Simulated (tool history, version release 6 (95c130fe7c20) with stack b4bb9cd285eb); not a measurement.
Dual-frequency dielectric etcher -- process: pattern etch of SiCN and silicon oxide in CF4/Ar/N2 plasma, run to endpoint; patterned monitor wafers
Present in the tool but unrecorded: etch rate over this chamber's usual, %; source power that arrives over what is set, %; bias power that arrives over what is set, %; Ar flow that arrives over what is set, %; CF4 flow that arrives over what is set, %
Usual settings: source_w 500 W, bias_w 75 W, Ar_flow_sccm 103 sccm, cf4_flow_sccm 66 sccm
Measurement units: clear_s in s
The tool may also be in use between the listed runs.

run	hour	source_w	bias_w	Ar_flow_sccm	cf4_flow_sccm	wafers since the last listed run	hours since the last wet clean	hours since the last source power generator calibration	hours since the last bias power generator calibration	hours since the last Ar flow controller change	hours since the last CF4 flow controller change	hours since the last upper electrode change	incoming incoming film thickness, nm	clear_s
1	0	500	75	103	66	0	727.8	96.8	3880.7	800	581.5	6505.1	11.09	12.4
# hour 66.7: wet clean of the chamber
2	79.4	410	75	103	66	653	12.7	176.2	3960.1	879.4	660.9	6584.5	10.99	14
# hour 113.8: upper electrode replaced
3	143.6	500	75	103	66	474	76.9	240.4	4024.3	943.6	725.1	29.8	11.01	12.3
4	183.7	580	63	81	71	472	117	280.5	4064.4	983.7	765.2	69.9	11.14	11.2
5	259.9	500	75	88	66	898	193.2	356.7	4140.6	1059.9	841.4	146.1	10.99	12.1
6	355.4	600	80	116	78	1126	288.7	452.2	4236.1	1155.4	936.9	241.6	10.9	10.4
7	413.3	500	75	103	57	682	346.6	510.1	4294	1213.3	994.8	299.5	10.94	12.6
8	454.9	440	90	84	66	490	388.2	551.7	4335.6	1254.9	1036.4	341.1	11.03	12.4
9	529.2	500	75	103	66	876	462.5	626	4409.9	1329.2	1110.7	415.4	10.98	12.3
10	594.4	450	90	120	53	768	527.7	691.2	4475.1	1394.4	1175.9	480.6	11.08	13.4
11	665.9	500	75	103	66	843	599.2	762.7	4546.6	1465.9	1247.4	552.1	10.98	12.2
12	760.1	500	75	103	66	1110	693.4	856.9	4640.8	1560.1	1341.6	646.3	11.13	12.4
# hour 799.6: bias power generator calibrated
# hour 862.8: wet clean of the chamber
13	863.3	540	86	117	53	886	0.5	960.1	63.7	1663.3	1444.8	749.5	11.1	12
14	904.8	500	75	103	66	489	42	1001.6	105.2	1704.8	1486.3	791	10.95	12.2
15	976.2	500	57	103	53	842	113.4	1073	176.6	1776.2	1557.7	862.4	10.98	13.8
16	1042.5	500	75	103	70	781	179.7	1139.3	242.9	1842.5	1624	928.7	11.07	12.2
# hour 1148.8: Ar flow controller replaced
17	1171.7	500	69	82	66	1452	308.9	1268.5	372.1	22.9	1753.2	1057.9	10.88	12
18	1272.5	560	57	103	66	1188	409.7	1369.3	472.9	123.7	1854	1158.7	11.01	12.1
19	1365.4	500	75	103	66	1095	502.6	1462.2	565.8	216.6	1946.9	1251.6	11.04	12.2
20	1403	580	87	83	72	443	540.2	1499.8	603.4	254.2	1984.5	1289.2	10.93	10.1
21	1497.2	500	75	103	66	1110	634.4	1594	697.6	348.4	2078.7	1383.4	10.95	12.1
22	1568.7	500	75	82	66	843	705.9	1665.5	769.1	419.9	2150.2	1454.9	11.04	12
# hour 1714.2: wet clean of the chamber
23	1824.8	500	75	103	66	2737	110.6	1921.6	1025.2	676	2406.3	1711	11	12.2

Alternative continuations, all from the tool just after run 23; predict every row:
A	1825.2	500	75	103	66	4	111	1922	1025.6	676.4	2406.7	1711.4	11.01	?
B	1825.2	500	75	103	77	4	111	1922	1025.6	676.4	2406.7	1711.4	11.01	?
C	1825.2	450	60	123	73	4	111	1922	1025.6	676.4	2406.7	1711.4	11.01	?
D	1825.2	500	92	103	51	4	111	1922	1025.6	676.4	2406.7	1711.4	11.01	?
E	1825.2	590	68	103	56	4	111	1922	1025.6	676.4	2406.7	1711.4	11.01	?

run	clear_s
A	12.2
B	11.9
C	13.9
D	12.1
E	11.6
Without the tool's unlogged condition, the same runs would have read:
run	clear_s
A	12.2
B	11.9
C	13.9
D	12.1
E	11.6
